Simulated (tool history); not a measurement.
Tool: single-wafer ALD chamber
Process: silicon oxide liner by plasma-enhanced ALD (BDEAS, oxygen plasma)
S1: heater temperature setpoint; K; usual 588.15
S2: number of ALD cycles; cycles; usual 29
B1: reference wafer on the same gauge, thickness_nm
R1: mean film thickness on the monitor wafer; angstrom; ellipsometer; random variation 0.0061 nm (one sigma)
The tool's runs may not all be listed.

run,day,S1,S2,B1,R1
1,0.000,588.15,29,2.346,24.48
2,0.954,588.15,29,2.344,24.47
3,2.425,588.15,32,2.340,26.96
4,3.242,588.15,32,2.340,26.89
5,4.075,588.15,32,2.340,26.86
6,4.879,588.15,31,2.336,26.00
7,5.950,583.15,25,2.334,21.04
8,7.188,583.15,25,2.331,21.07
9,8.050,583.15,25,2.329,20.96
10,9.054,588.15,29,2.328,24.26
11,10.075,588.15,29,2.324,24.19
12,11.533,588.15,29,2.320,24.12
13,12.479,582.15,25,2.317,20.84
# day 13.346: thermocouple changed; heater temperature recalibrated
14,13.367,599.15,24,2.313,19.63
15,14.658,599.15,24,2.307,19.65
16,15.917,580.15,24,2.306,19.97
17,17.196,588.15,33,2.299,27.27
18,18.054,592.15,29,2.296,23.77
# day 19.104: gauge calibrated
19,19.267,576.15,25,2.348,21.32
20,20.304,593.15,25,2.346,20.90
21,20.917,582.15,31,2.347,26.30
22,21.758,597.15,31,2.345,25.84
23,22.929,588.15,29,2.345,24.37
24,23.846,588.15,27,2.344,22.71
25,28.054,599.15,33,2.340,27.36

5 ways to go on from here, each from the tool as it stands after run 25. What would each give?
A,28.071,584.15,29,?,?
B,28.071,583.15,31,?,?
C,28.071,603.15,24,?,?
D,28.071,588.15,25,?,?
E,28.071,588.15,24,?,?

run,B1,R1
A,2.342,24.50
B,2.342,26.22
C,2.342,19.79
D,2.342,21.01
E,2.342,20.17
Without the tool's hidden state the same runs would have given:
run,R1
A,24.59
B,26.32
C,19.87
D,21.09
E,20.25
